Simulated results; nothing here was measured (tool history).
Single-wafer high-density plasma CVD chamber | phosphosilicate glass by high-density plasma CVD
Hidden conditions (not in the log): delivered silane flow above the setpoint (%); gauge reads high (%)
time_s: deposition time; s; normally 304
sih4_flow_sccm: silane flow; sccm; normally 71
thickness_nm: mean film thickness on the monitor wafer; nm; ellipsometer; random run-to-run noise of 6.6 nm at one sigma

run	day	time_s	sih4_flow_sccm	wafers since the last listed run	hours since the silane flow controller was replaced	hours since the gauge calibration	read-back reference wafer on the same gauge, thickness_nm	thickness_nm
1	0	336	75	0	1787.6	55.5	1993.034	2424.971
2	3.054	336	75	393	1860.9	128.8	1989.754	2406.284
3	4.688	304	71	210	1900.1	168	1990.741	2082.665
4	8.888	304	71	541	2000.9	268.8	1990.047	2079.969
5	13	304	71	529	2099.6	367.5	1988.935	2081.42
6	16.571	304	81	459	2185.3	453.2	1990.168	2342.391
7	18.821	304	81	289	2239.3	507.2	1990.175	2342.835
8	20.975	333	71	277	2291	558.9	1987.62	2271.906
9	24.396	333	71	440	2373.1	641	1988.495	2262.159
10	26.625	333	71	287	2426.6	694.5	1989.755	2271.37
11	28.629	324	62	258	2474.7	742.6	1988.17	1940.735
12	31.754	324	62	402	2549.7	817.6	1988.953	1925.61
13	34.783	304	71	390	2622.4	890.3	1990.029	2057.343
14	38.471	304	71	474	2710.9	978.8	1989.862	2052.535
15	41.971	304	71	450	2794.9	1062.8	1988.904	2045.028
16	46.45	320	67	576	2902.4	1170.3	1990.259	2049.247
17	49.129	304	63	345	2966.7	1234.6	1988.963	1824.632
18	51.058	347	71	248	3013	1280.9	1988.832	2321.221
19	55.317	347	71	548	3115.2	1383.1	1991.787	2327.287
20	57.179	347	71	239	3159.9	1427.8	1989.404	2320.277
21	59.629	304	71	315	3218.7	1486.6	1990.944	2042.49
22	62.358	263	62	351	3284.2	1552.1	1989.936	1548.054
23	66.612	253	62	547	3386.3	1654.2	1990.354	1485.743
24	70.371	328	78	484	3476.5	1744.4	1987.986	2390.819
25	72.538	347	71	279	3528.5	1796.4	1991.116	2323.555
# day 76.696: silane flow controller replaced
26	76.717	304	71	495	0.5	1896.7	1992.888	2094.914
27	79.05	304	71	300	56.5	1952.7	1991.121	2088.075
28	83.538	321	60	578	164.2	2060.4	1992.084	1897.874
29	85.992	352	67	316	223.1	2119.3	1987.2	2306.62
30	90.467	336	75	576	330.5	2226.7	1989.002	2436.868
31	93.375	304	71	374	400.3	2296.5	1988.798	2096.73
32	96.462	272	71	397	474.4	2370.6	1991.335	1881.315
33	99.825	359	84	433	555.1	2451.3	1988.579	2905.542
34	104.138	361	81	555	658.6	2554.8	1989.129	2821.135
35	106.962	304	66	363	726.4	2622.6	1990.486	1948.298
# day 110.7: gauge calibrated
36	110.896	304	71	506	820.8	4.7	1991.75	2084.892
37	113.104	254	84	284	873.8	57.7	1990.89	2047.739
38	116.883	244	60	486	964.5	148.4	1991.134	1432.505
39	118.588	286	81	219	1005.4	189.3	1989.727	2244.121
40	121.667	343	75	396	1079.3	263.2	1992.248	2481.084
41	124.204	257	71	326	1140.2	324.1	1991.894	1760.656
42	132.108	333	76	1018	1329.9	513.8	1987.4	2444.918
43	134.45	275	78	301	1386.1	570	1988.682	2065.446
44	137.225	323	63	357	1452.7	636.6	1986.772	1985.52
45	141.196	255	80	511	1548	731.9	1991.665	1963.235
46	144.075	320	71	370	1617.1	801	1991.791	2192.488

What if the next run were any one of these 4? Each begins from the tool's condition after run 46:
A	144.096	304	71	2	1617.6	801.5	?	?
B	144.096	304	59	2	1617.6	801.5	?	?
C	144.096	264	62	2	1617.6	801.5	?	?
D	144.096	274	76	2	1617.6	801.5	?	?

run	read-back reference wafer on the same gauge, thickness_nm	thickness_nm
A	1990.144	2076.106
B	1990.144	1742.872
C	1990.144	1585.894
D	1990.144	1996.372
With no hidden state in the tool, these same runs would have given:
run	thickness_nm
A	2088.879
B	1753.595
C	1595.651
D	2008.655
